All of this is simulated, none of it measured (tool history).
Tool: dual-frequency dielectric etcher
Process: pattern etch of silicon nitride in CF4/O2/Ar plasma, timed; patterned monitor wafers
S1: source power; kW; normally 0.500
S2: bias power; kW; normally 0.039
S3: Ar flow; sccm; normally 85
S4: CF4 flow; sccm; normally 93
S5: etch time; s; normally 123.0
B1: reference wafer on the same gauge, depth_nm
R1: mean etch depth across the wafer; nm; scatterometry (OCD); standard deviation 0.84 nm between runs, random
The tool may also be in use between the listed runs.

Run 1, hour 0.0: usual settings but S1 0.420 kW, S5 105.5 s; B1 189.1. Result: R1 128.0 nm.
Run 2, hour 55.7: usual settings but S1 0.420 kW, S5 105.5 s; B1 189.0. Result: R1 127.2 nm.
Run 3, hour 103.4: usual settings but S1 0.410 kW, S5 142.5 s; B1 189.0. Result: R1 168.8 nm.
Run 4, hour 149.5: usual settings but S1 0.410 kW, S5 142.5 s; B1 189.0. Result: R1 169.5 nm.
Run 5, hour 176.1: usual settings but S3 90 sccm; B1 189.2. Result: R1 180.0 nm.
Run 6, hour 226.7: usual settings but S3 90 sccm; B1 189.1. Result: R1 180.0 nm.
Run 7, hour 263.2: usual settings; B1 189.0. Result: R1 190.1 nm.
Run 8, hour 326.3: usual settings but S3 72 sccm, S4 78 sccm; B1 189.0. Result: R1 185.8 nm.
Run 9, hour 403.4: usual settings but S1 0.400 kW, S2 0.029 kW, S3 104 sccm, S5 110.5 s; B1 189.0. Result: R1 108.6 nm.
Run 10, hour 458.9: usual settings but S3 65 sccm, S4 75 sccm, S5 149.5 s; B1 188.9. Result: R1 227.6 nm.
Run 11, hour 492.6: usual settings; B1 188.9. Result: R1 191.2 nm.
Run 12, hour 563.6: usual settings; B1 188.9. Result: R1 191.7 nm.
Run 13, hour 745.1: usual settings but S1 0.440 kW, S5 146.5 s; B1 189.0. Result: R1 194.1 nm.
Run 14, hour 939.6: usual settings but S3 97 sccm, S4 106 sccm, S5 104.5 s; B1 189.1. Result: R1 162.2 nm.
Run 15, hour 972.9: usual settings but S2 0.045 kW; B1 189.1. Result: R1 204.8 nm.
Run 16, hour 1008.9: usual settings but S4 110 sccm, S5 156.0 s; B1 189.0. Result: R1 248.3 nm.
Run 17, hour 1034.9: usual settings but S2 0.044 kW, S3 74 sccm, S4 104 sccm, S5 145.0 s; B1 189.0. Result: R1 248.1 nm.
Run 18, hour 1069.2: usual settings; B1 189.0. Result: R1 189.2 nm.
Run 19, hour 1114.5: usual settings but S4 109 sccm; B1 189.1. Result: R1 196.9 nm.
Run 20, hour 1161.8: usual settings but S3 102 sccm; B1 189.0. Result: R1 184.6 nm.
Run 21, hour 1210.8: usual settings but S4 108 sccm, S5 150.5 s; B1 189.2. Result: R1 240.4 nm.
Run 22, hour 1264.5: usual settings but S2 0.035 kW, S4 101 sccm; B1 189.0. Result: R1 178.6 nm.

Not shown: 9 entries that the log had between the listed runs. Between which runs, and how does the tool's hidden state differ before and after?
Run 4 -> run 5: Ar flow controller replaced (hour 156.7)
  etch rate over this chamber's usual, %: 2.35 -> 2.49; source power that arrives over what is set, %: -5.37 -> -5.41
  measured result minus the result with no hidden state, R1: -6.1 -> -6.4 nm
Run 5 -> run 6: upper electrode replaced (hour 221.1)
  etch rate over this chamber's usual, %: 2.49 -> 2.74; source power that arrives over what is set, %: -5.41 -> -5.48
  measured result minus the result with no hidden state, R1: -6.4 -> -6.0 nm
Run 6 -> run 7: source power generator calibrated (hour 236.0); wet clean of the chamber (hour 262.7)
  etch rate over this chamber's usual, %: 2.74 -> 0.239; source power that arrives over what is set, %: -5.48 -> 0.549
  measured result minus the result with no hidden state, R1: -6.0 -> +1.6 nm
Run 7 -> run 8: CF4 flow controller replaced (hour 325.8)
  etch rate over this chamber's usual, %: 0.239 -> 0.56; source power that arrives over what is set, %: 0.549 -> 0.457
  measured result minus the result with no hidden state, R1: +1.6 -> +1.9 nm
Run 11 -> run 12: gauge calibrated (hour 528.0)
  etch rate over this chamber's usual, %: 1.4 -> 1.76; source power that arrives over what is set, %: 0.215 -> 0.112
  measured result minus the result with no hidden state, R1: +3.1 -> +3.5 nm
Run 12 -> run 13: wet clean of the chamber (hour 744.6)
  etch rate over this chamber's usual, %: 1.76 -> 0.324; source power that arrives over what is set, %: 0.112 -> -0.152
  measured result minus the result with no hidden state, R1: +3.5 -> +0.3 nm
Run 13 -> run 14: bias power generator calibrated (hour 929.4)
  etch rate over this chamber's usual, %: 0.324 -> 1.31; source power that arrives over what is set, %: -0.152 -> -0.435
  measured result minus the result with no hidden state, R1: +0.3 -> +1.4 nm
Run 21 -> run 22: wet clean of the chamber (hour 1247.2)
  etch rate over this chamber's usual, %: 2.69 -> 0.39; source power that arrives over what is set, %: -0.83 -> -0.908
  measured result minus the result with no hidden state, R1: +4.2 -> -1.0 nm

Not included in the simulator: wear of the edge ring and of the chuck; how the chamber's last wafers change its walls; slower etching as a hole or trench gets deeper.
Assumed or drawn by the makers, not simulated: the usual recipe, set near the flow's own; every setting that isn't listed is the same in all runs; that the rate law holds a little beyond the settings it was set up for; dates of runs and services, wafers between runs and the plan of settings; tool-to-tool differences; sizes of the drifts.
